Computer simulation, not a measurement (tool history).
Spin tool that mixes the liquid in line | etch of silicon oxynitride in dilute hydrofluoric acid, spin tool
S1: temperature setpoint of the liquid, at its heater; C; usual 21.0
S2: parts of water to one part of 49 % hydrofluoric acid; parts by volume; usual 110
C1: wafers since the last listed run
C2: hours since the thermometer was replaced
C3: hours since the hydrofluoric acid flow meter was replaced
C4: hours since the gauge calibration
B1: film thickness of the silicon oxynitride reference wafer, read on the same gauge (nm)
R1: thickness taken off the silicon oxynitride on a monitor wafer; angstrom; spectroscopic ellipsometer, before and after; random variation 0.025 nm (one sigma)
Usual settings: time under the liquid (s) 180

run 1 hour=0.0 | S1=24.0 S2=110 time_under_the_liquid_(s)=180 | C1=0 C2=1045.9 C3=227.3 C4=380.5 | B1=130.004 | R1=40.21
run 2 hour=44.7 | S1=24.0 S2=110 time_under_the_liquid_(s)=180 | C1=295 C2=1090.6 C3=272.0 C4=425.2 | B1=129.993 | R1=40.50
run 3 hour=79.1 | S1=24.0 S2=110 time_under_the_liquid_(s)=180 | C1=227 C2=1125.0 C3=306.4 C4=459.6 | B1=129.986 | R1=39.92
run 4 hour=134.7 | S1=21.0 S2=135 time_under_the_liquid_(s)=180 | C1=368 C2=1180.6 C3=362.0 C4=515.2 | B1=129.989 | R1=28.09
run 5 hour=173.1 | S1=21.0 S2=135 time_under_the_liquid_(s)=180 | C1=254 C2=1219.0 C3=400.4 C4=553.6 | B1=130.015 | R1=28.29
run 6 hour=238.9 | S1=21.0 S2=110 time_under_the_liquid_(s)=180 | C1=435 C2=1284.8 C3=466.2 C4=619.4 | B1=129.992 | R1=35.31
run 7 hour=301.9 | S1=17.0 S2=110 time_under_the_liquid_(s)=180 | C1=416 C2=1347.8 C3=529.2 C4=682.4 | B1=129.992 | R1=29.16
run 8 hour=328.7 | S1=17.0 S2=110 time_under_the_liquid_(s)=180 | C1=177 C2=1374.6 C3=556.0 C4=709.2 | B1=129.981 | R1=29.49
-- hour=384.8 hydrofluoric acid flow meter replaced
run 9 hour=396.1 | S1=21.0 S2=110 time_under_the_liquid_(s)=180 | C1=439 C2=1442.0 C3=11.3 C4=776.6 | B1=129.996 | R1=35.70
-- hour=400.5 thermometer replaced
run 10 hour=431.3 | S1=25.5 S2=140 time_under_the_liquid_(s)=120 | C1=226 C2=30.8 C3=46.5 C4=811.8 | B1=129.994 | R1=21.62
-- hour=460.7 gauge calibrated
run 11 hour=488.3 | S1=17.5 S2=140 time_under_the_liquid_(s)=180 | C1=377 C2=87.8 C3=103.5 C4=27.6 | B1=129.993 | R1=21.97
run 12 hour=636.5 | S1=24.5 S2=90 time_under_the_liquid_(s)=255 | C1=980 C2=236.0 C3=251.7 C4=175.8 | B1=130.008 | R1=70.05
run 13 hour=707.6 | S1=18.5 S2=110 time_under_the_liquid_(s)=180 | C1=470 C2=307.1 C3=322.8 C4=246.9 | B1=130.016 | R1=30.19
run 14 hour=762.9 | S1=21.0 S2=135 time_under_the_liquid_(s)=180 | C1=366 C2=362.4 C3=378.1 C4=302.2 | B1=130.012 | R1=27.22
run 15 hour=791.5 | S1=24.5 S2=110 time_under_the_liquid_(s)=255 | C1=189 C2=391.0 C3=406.7 C4=330.8 | B1=129.983 | R1=57.19
run 16 hour=854.6 | S1=24.0 S2=110 time_under_the_liquid_(s)=180 | C1=417 C2=454.1 C3=469.8 C4=393.9 | B1=129.993 | R1=39.12
run 17 hour=888.8 | S1=22.5 S2=110 time_under_the_liquid_(s)=180 | C1=226 C2=488.3 C3=504.0 C4=428.1 | B1=130.005 | R1=37.29
-- hour=924.0 hydrofluoric acid flow meter replaced
run 18 hour=929.3 | S1=21.0 S2=110 time_under_the_liquid_(s)=180 | C1=261 C2=528.8 C3=5.3 C4=468.6 | B1=129.981 | R1=34.24
run 19 hour=958.4 | S1=18.0 S2=90 time_under_the_liquid_(s)=180 | C1=192 C2=557.9 C3=34.4 C4=497.7 | B1=130.016 | R1=37.13

Forecast each of these 3 alternatives for the next run:
run A hour=958.9 | S1=21.0 S2=110 time_under_the_liquid_(s)=180 | C1=3 C2=558.4 C3=34.9 C4=498.2 | B1=? | R1=?
run B hour=958.9 | S1=24.0 S2=80 time_under_the_liquid_(s)=180 | C1=3 C2=558.4 C3=34.9 C4=498.2 | B1=? | R1=?
run C hour=958.9 | S1=23.5 S2=110 time_under_the_liquid_(s)=125 | C1=3 C2=558.4 C3=34.9 C4=498.2 | B1=? | R1=?

run=A B1=129.988 R1=34.49
run=B B1=129.988 R1=56.09
run=C B1=129.988 R1=26.97
Without the tool's hidden state the same runs would have given:
run=A R1=33.61
run=B R1=54.66
run=C R1=26.30
